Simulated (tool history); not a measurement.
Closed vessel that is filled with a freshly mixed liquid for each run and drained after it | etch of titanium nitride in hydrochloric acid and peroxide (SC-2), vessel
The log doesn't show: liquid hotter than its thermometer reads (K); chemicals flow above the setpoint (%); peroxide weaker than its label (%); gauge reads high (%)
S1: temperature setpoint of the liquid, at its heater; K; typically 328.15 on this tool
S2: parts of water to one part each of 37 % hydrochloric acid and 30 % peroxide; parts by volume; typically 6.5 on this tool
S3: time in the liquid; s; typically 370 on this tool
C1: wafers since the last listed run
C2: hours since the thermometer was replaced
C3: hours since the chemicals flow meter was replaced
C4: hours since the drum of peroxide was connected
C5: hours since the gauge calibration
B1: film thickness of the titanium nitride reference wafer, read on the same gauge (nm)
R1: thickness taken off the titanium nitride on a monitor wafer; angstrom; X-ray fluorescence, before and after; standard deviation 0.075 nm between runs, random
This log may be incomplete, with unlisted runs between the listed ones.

| run | day | S1 | S2 | S3 | C1 | C2 | C3 | C4 | C5 | B1 | R1 |
|---|---|---|---|---|---|---|---|---|---|---|---|
| 1 | 0 | 328.15 | 6.5 | 370 | 0 | 1481.7 | 1916.9 | 1149.4 | 738.3 | 49.98 | 113.2 |
| 2 | 1.012 | 328.15 | 6.5 | 370 | 2579 | 1506 | 1941.2 | 1173.7 | 762.6 | 50.04 | 112.5 |
| 3 | 3.071 | 328.15 | 6.5 | 370 | 5243 | 1555.4 | 1990.6 | 1223.1 | 812 | 49.99 | 112.9 |
| 4 | 4.142 | 328.15 | 6.5 | 370 | 2727 | 1581.1 | 2016.3 | 1248.8 | 837.7 | 49.99 | 112.7 |
| 5 | 6.412 | 328.15 | 6.5 | 370 | 5784 | 1635.6 | 2070.8 | 1303.3 | 892.2 | 50.01 | 112.6 |
|  | 8.967 | new drum of peroxide connected |
| 6 | 9.1 | 328.15 | 6.5 | 250 | 6739 | 1700.1 | 2135.3 | 3.2 | 956.7 | 49.99 | 80.8 |
| 7 | 10.358 | 328.15 | 6.5 | 250 | 3205 | 1730.3 | 2165.5 | 33.4 | 986.9 | 49.99 | 81.2 |
| 8 | 12.258 | 328.15 | 6.5 | 370 | 4839 | 1775.9 | 2211.1 | 79 | 1032.5 | 50 | 119 |
| 9 | 14.371 | 328.15 | 6.5 | 370 | 5381 | 1826.6 | 2261.8 | 129.7 | 1083.2 | 50 | 118.9 |
| 10 | 16.6 | 336.15 | 6.5 | 370 | 5678 | 1880.1 | 2315.3 | 183.2 | 1136.7 | 50.01 | 197.7 |
| 11 | 18.025 | 336.15 | 6.5 | 370 | 3629 | 1914.3 | 2349.5 | 217.4 | 1170.9 | 49.97 | 196.4 |
|  | 19.017 | chemicals flow meter replaced |
| 12 | 19.258 | 336.15 | 6.5 | 370 | 3035 | 1943.9 | 5.8 | 247 | 1200.5 | 50 | 195.3 |
| 13 | 21.279 | 334.15 | 4.5 | 295 | 5147 | 1992.4 | 54.3 | 295.5 | 1249 | 50 | 182.8 |
| 14 | 23.642 | 318.15 | 6.5 | 370 | 6017 | 2049.1 | 111 | 352.2 | 1305.7 | 50.03 | 60.4 |
| 15 | 25.712 | 334.15 | 4.5 | 295 | 5274 | 2098.8 | 160.7 | 401.9 | 1355.4 | 50.04 | 178 |
| 16 | 27.208 | 328.15 | 6.5 | 575 | 3810 | 2134.7 | 196.6 | 437.8 | 1391.3 | 50 | 183.7 |
| 17 | 29.996 | 332.15 | 9 | 455 | 7100 | 2201.6 | 263.5 | 504.7 | 1458.2 | 49.99 | 144.7 |
| 18 | 31.021 | 331.15 | 6.5 | 250 | 2610 | 2226.2 | 288.1 | 529.3 | 1482.8 | 50 | 95.1 |
| 19 | 33.654 | 328.15 | 6.5 | 495 | 6707 | 2289.4 | 351.3 | 592.5 | 1546 | 50.01 | 157 |
| 20 | 34.675 | 319.65 | 5 | 260 | 2600 | 2313.9 | 375.8 | 617 | 1570.5 | 50.02 | 57.1 |
|  | 35.225 | gauge calibrated |
| 21 | 36.242 | 319.65 | 9 | 240 | 3990 | 2351.5 | 413.4 | 654.6 | 24.4 | 49.98 | 33.3 |
| 22 | 37.633 | 318.65 | 6.5 | 370 | 3544 | 2384.9 | 446.8 | 688 | 57.8 | 50.02 | 61.1 |
|  | 40.108 | thermometer replaced |
| 23 | 40.571 | 334.15 | 6.5 | 370 | 7376 | 11.1 | 517.3 | 758.5 | 128.3 | 49.98 | 169.7 |
| 24 | 41.775 | 328.15 | 4 | 245 | 3067 | 40 | 546.2 | 787.4 | 157.2 | 50.04 | 109 |
| 25 | 44.579 | 336.15 | 6.5 | 370 | 7142 | 107.3 | 613.5 | 854.7 | 224.5 | 50.01 | 192.5 |
| 26 | 49.825 | 328.15 | 8.5 | 370 | 13362 | 233.2 | 739.4 | 980.6 | 350.4 | 49.99 | 92.6 |
| 27 | 51.817 | 328.15 | 6.5 | 370 | 5073 | 281 | 787.2 | 1028.4 | 398.2 | 50.01 | 114.5 |
| 28 | 53.55 | 332.65 | 9 | 510 | 4415 | 322.6 | 828.8 | 1070 | 439.8 | 50 | 162.2 |
| 29 | 56.45 | 334.65 | 6.5 | 370 | 7387 | 392.2 | 898.4 | 1139.6 | 509.4 | 50.01 | 171.8 |

Predict each of these 4 candidate next runs independently; none follows another, all start after run 29:
| A | 56.483 | 320.15 | 6.5 | 370 | 84 | 393 | 899.2 | 1140.4 | 510.2 | ? | ? |
| B | 56.483 | 332.15 | 7.5 | 280 | 84 | 393 | 899.2 | 1140.4 | 510.2 | ? | ? |
| C | 56.483 | 336.65 | 6.5 | 180 | 84 | 393 | 899.2 | 1140.4 | 510.2 | ? | ? |
| D | 56.483 | 322.15 | 8 | 560 | 84 | 393 | 899.2 | 1140.4 | 510.2 | ? | ? |

| run | B1 | R1 |
|---|---|---|
| A | 50.01 | 67.9 |
| B | 50.01 | 100.8 |
| C | 50.01 | 95.9 |
| D | 50.01 | 99.9 |
Stripped of hidden state, with their random variation kept, the same runs would have yielded:
| run | R1 |
|---|---|
| A | 71.2 |
| B | 105.7 |
| C | 100.5 |
| D | 104.8 |
